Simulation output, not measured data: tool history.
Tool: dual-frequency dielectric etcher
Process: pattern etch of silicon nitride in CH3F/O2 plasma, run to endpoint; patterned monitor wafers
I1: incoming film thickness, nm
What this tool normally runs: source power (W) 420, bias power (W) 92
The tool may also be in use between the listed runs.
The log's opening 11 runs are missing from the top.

{"hour": 551.0, "done": "upper electrode replaced, of another model than before"}
{"run": 12, "hour": 576.4, "source power (W)": 420, "bias power (W)": 92, "I1": 71.3, "endpoint time (s)": 70.4}
{"run": 13, "hour": 628.1, "source power (W)": 420, "bias power (W)": 92, "I1": 71.6, "endpoint time (s)": 71.4}
{"run": 14, "hour": 743.7, "source power (W)": 420, "bias power (W)": 92, "I1": 71.8, "endpoint time (s)": 70.3}
{"hour": 840.8, "done": "wet clean of the chamber"}
{"run": 15, "hour": 841.3, "source power (W)": 420, "bias power (W)": 92, "I1": 71.8, "endpoint time (s)": 72.5}
{"run": 16, "hour": 890.9, "source power (W)": 450, "bias power (W)": 80, "I1": 72.0, "endpoint time (s)": 81.0}
{"run": 17, "hour": 919.1, "source power (W)": 420, "bias power (W)": 92, "I1": 71.4, "endpoint time (s)": 71.6}
{"run": 18, "hour": 982.5, "source power (W)": 420, "bias power (W)": 92, "I1": 71.4, "endpoint time (s)": 72.5}
{"run": 19, "hour": 1054.4, "source power (W)": 450, "bias power (W)": 102, "I1": 71.6, "endpoint time (s)": 64.4}
{"run": 20, "hour": 1095.7, "source power (W)": 420, "bias power (W)": 92, "I1": 71.3, "endpoint time (s)": 69.9}
{"run": 21, "hour": 1149.2, "source power (W)": 470, "bias power (W)": 77, "I1": 72.0, "endpoint time (s)": 81.2}
{"hour": 1173.9, "done": "bias power generator calibrated"}
{"run": 22, "hour": 1199.3, "source power (W)": 420, "bias power (W)": 81, "I1": 71.1, "endpoint time (s)": 77.4}
{"run": 23, "hour": 1233.1, "source power (W)": 450, "bias power (W)": 83, "I1": 72.0, "endpoint time (s)": 76.4}
{"run": 24, "hour": 1300.7, "source power (W)": 520, "bias power (W)": 83, "I1": 70.7, "endpoint time (s)": 71.0}
{"hour": 1326.3, "done": "wet clean of the chamber"}
{"run": 25, "hour": 1327.9, "source power (W)": 480, "bias power (W)": 69, "I1": 70.7, "endpoint time (s)": 93.5}
{"run": 26, "hour": 1391.4, "source power (W)": 360, "bias power (W)": 70, "I1": 71.8, "endpoint time (s)": 99.8}
{"run": 27, "hour": 1461.0, "source power (W)": 420, "bias power (W)": 92, "I1": 71.8, "endpoint time (s)": 72.8}
{"run": 28, "hour": 1532.5, "source power (W)": 470, "bias power (W)": 108, "I1": 71.8, "endpoint time (s)": 61.9}
{"run": 29, "hour": 1580.3, "source power (W)": 420, "bias power (W)": 104, "I1": 71.8, "endpoint time (s)": 65.4}
{"run": 30, "hour": 1610.9, "source power (W)": 390, "bias power (W)": 108, "I1": 71.5, "endpoint time (s)": 63.4}
{"run": 31, "hour": 1677.7, "source power (W)": 460, "bias power (W)": 82, "I1": 71.0, "endpoint time (s)": 76.7}
{"run": 32, "hour": 1726.5, "source power (W)": 450, "bias power (W)": 108, "I1": 70.8, "endpoint time (s)": 60.3}
{"run": 33, "hour": 1757.3, "source power (W)": 370, "bias power (W)": 103, "I1": 71.2, "endpoint time (s)": 64.9}
{"run": 34, "hour": 1806.0, "source power (W)": 380, "bias power (W)": 79, "I1": 72.2, "endpoint time (s)": 84.2}
{"hour": 1856.7, "done": "wet clean of the chamber"}
{"run": 35, "hour": 1857.2, "source power (W)": 510, "bias power (W)": 101, "I1": 71.4, "endpoint time (s)": 64.6}

Predict each of these 4 candidate next runs independently; none follows another, all start after run 35:
{"run": "A", "hour": 1857.7, "source power (W)": 420, "bias power (W)": 92, "I1": 71.7, "endpoint time (s)": "?"}
{"run": "B", "hour": 1857.7, "source power (W)": 470, "bias power (W)": 92, "I1": 71.7, "endpoint time (s)": "?"}
{"run": "C", "hour": 1857.7, "source power (W)": 500, "bias power (W)": 92, "I1": 71.7, "endpoint time (s)": "?"}
{"run": "D", "hour": 1857.7, "source power (W)": 510, "bias power (W)": 92, "I1": 71.7, "endpoint time (s)": "?"}

run=A endpoint_time_(s)=72.7
run=B endpoint_time_(s)=70.5
run=C endpoint_time_(s)=69.4
run=D endpoint_time_(s)=69.0
Without the tool's unlogged condition, the same runs would have read:
run=A endpoint_time_(s)=72.6
run=B endpoint_time_(s)=70.5
run=C endpoint_time_(s)=69.3
run=D endpoint_time_(s)=69.0
